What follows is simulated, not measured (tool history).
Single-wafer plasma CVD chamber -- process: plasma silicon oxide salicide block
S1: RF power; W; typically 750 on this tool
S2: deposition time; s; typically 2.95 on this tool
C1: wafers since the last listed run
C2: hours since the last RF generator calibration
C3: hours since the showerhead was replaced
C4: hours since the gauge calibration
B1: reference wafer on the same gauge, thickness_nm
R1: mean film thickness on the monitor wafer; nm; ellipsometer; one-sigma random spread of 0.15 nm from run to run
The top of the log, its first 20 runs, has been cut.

run 21 hour=1131.7 | S1=750 S2=3.36 | C1=911 C2=473.4 C3=6044.5 C4=1364.2 | B1=41.505 | R1=41.699
-- hour=1164.0 showerhead replaced
run 22 hour=1168.6 | S1=750 S2=3.34 | C1=680 C2=510.3 C3=4.6 C4=1401.1 | B1=41.537 | R1=41.900
run 23 hour=1234.9 | S1=750 S2=2.95 | C1=1560 C2=576.6 C3=70.9 C4=1467.4 | B1=41.575 | R1=37.161
run 24 hour=1260.3 | S1=750 S2=2.95 | C1=598 C2=602.0 C3=96.3 C4=1492.8 | B1=41.496 | R1=37.074
-- hour=1265.0 gauge calibrated
run 25 hour=1298.5 | S1=750 S2=3.45 | C1=899 C2=640.2 C3=134.5 C4=33.5 | B1=40.035 | R1=41.618
run 26 hour=1356.8 | S1=750 S2=2.95 | C1=1372 C2=698.5 C3=192.8 C4=91.8 | B1=40.174 | R1=35.535
run 27 hour=1428.1 | S1=705 S2=2.78 | C1=1678 C2=769.8 C3=264.1 C4=163.1 | B1=40.374 | R1=33.394
run 28 hour=1490.4 | S1=750 S2=3.49 | C1=1466 C2=832.1 C3=326.4 C4=225.4 | B1=40.475 | R1=42.600
run 29 hour=1536.0 | S1=860 S2=2.95 | C1=1073 C2=877.7 C3=372.0 C4=271.0 | B1=40.580 | R1=37.905
run 30 hour=1569.3 | S1=695 S2=2.63 | C1=784 C2=911.0 C3=405.3 C4=304.3 | B1=40.631 | R1=31.545
run 31 hour=1599.6 | S1=750 S2=2.40 | C1=713 C2=941.3 C3=435.6 C4=334.6 | B1=40.699 | R1=29.579
run 32 hour=1635.7 | S1=750 S2=2.95 | C1=849 C2=977.4 C3=471.7 C4=370.7 | B1=40.775 | R1=36.300
run 33 hour=1684.0 | S1=750 S2=2.95 | C1=1137 C2=1025.7 C3=520.0 C4=419.0 | B1=40.799 | R1=36.538
run 34 hour=1730.4 | S1=805 S2=2.74 | C1=1092 C2=1072.1 C3=566.4 C4=465.4 | B1=40.909 | R1=34.540
run 35 hour=1774.2 | S1=705 S2=2.55 | C1=1031 C2=1115.9 C3=610.2 C4=509.2 | B1=40.957 | R1=31.064
run 36 hour=1833.7 | S1=865 S2=2.41 | C1=1400 C2=1175.4 C3=669.7 C4=568.7 | B1=40.985 | R1=31.109
run 37 hour=1900.5 | S1=685 S2=2.95 | C1=1572 C2=1242.2 C3=736.5 C4=635.5 | B1=41.057 | R1=35.458
run 38 hour=2033.0 | S1=810 S2=3.10 | C1=3119 C2=1374.7 C3=869.0 C4=768.0 | B1=41.179 | R1=39.882
run 39 hour=2064.3 | S1=675 S2=3.30 | C1=736 C2=1406.0 C3=900.3 C4=799.3 | B1=41.191 | R1=39.759
run 40 hour=2090.3 | S1=750 S2=2.95 | C1=612 C2=1432.0 C3=926.3 C4=825.3 | B1=41.199 | R1=36.745
run 41 hour=2116.0 | S1=750 S2=2.95 | C1=605 C2=1457.7 C3=952.0 C4=851.0 | B1=41.207 | R1=36.684
run 42 hour=2187.3 | S1=685 S2=3.42 | C1=1678 C2=1529.0 C3=1023.3 C4=922.3 | B1=41.249 | R1=41.582
run 43 hour=2242.8 | S1=690 S2=2.95 | C1=1306 C2=1584.5 C3=1078.8 C4=977.8 | B1=41.250 | R1=35.679

Here are 5 independent what-if runs from the current tool condition. What would each one return?
run A hour=2243.2 | S1=750 S2=2.95 | C1=9 C2=1584.9 C3=1079.2 C4=978.2 | B1=? | R1=?
run B hour=2243.2 | S1=750 S2=2.61 | C1=9 C2=1584.9 C3=1079.2 C4=978.2 | B1=? | R1=?
run C hour=2243.2 | S1=825 S2=2.52 | C1=9 C2=1584.9 C3=1079.2 C4=978.2 | B1=? | R1=?
run D hour=2243.2 | S1=845 S2=2.64 | C1=9 C2=1584.9 C3=1079.2 C4=978.2 | B1=? | R1=?
run E hour=2243.2 | S1=640 S2=3.52 | C1=9 C2=1584.9 C3=1079.2 C4=978.2 | B1=? | R1=?

run=A B1=41.277 R1=36.654
run=B B1=41.277 R1=32.430
run=C B1=41.277 R1=32.291
run=D B1=41.277 R1=34.091
run=E B1=41.277 R1=41.527
Stripped of hidden state, with their random variation kept, the same runs would have yielded:
run=A R1=35.618
run=B R1=31.513
run=C R1=31.379
run=D R1=33.127
run=E R1=40.353
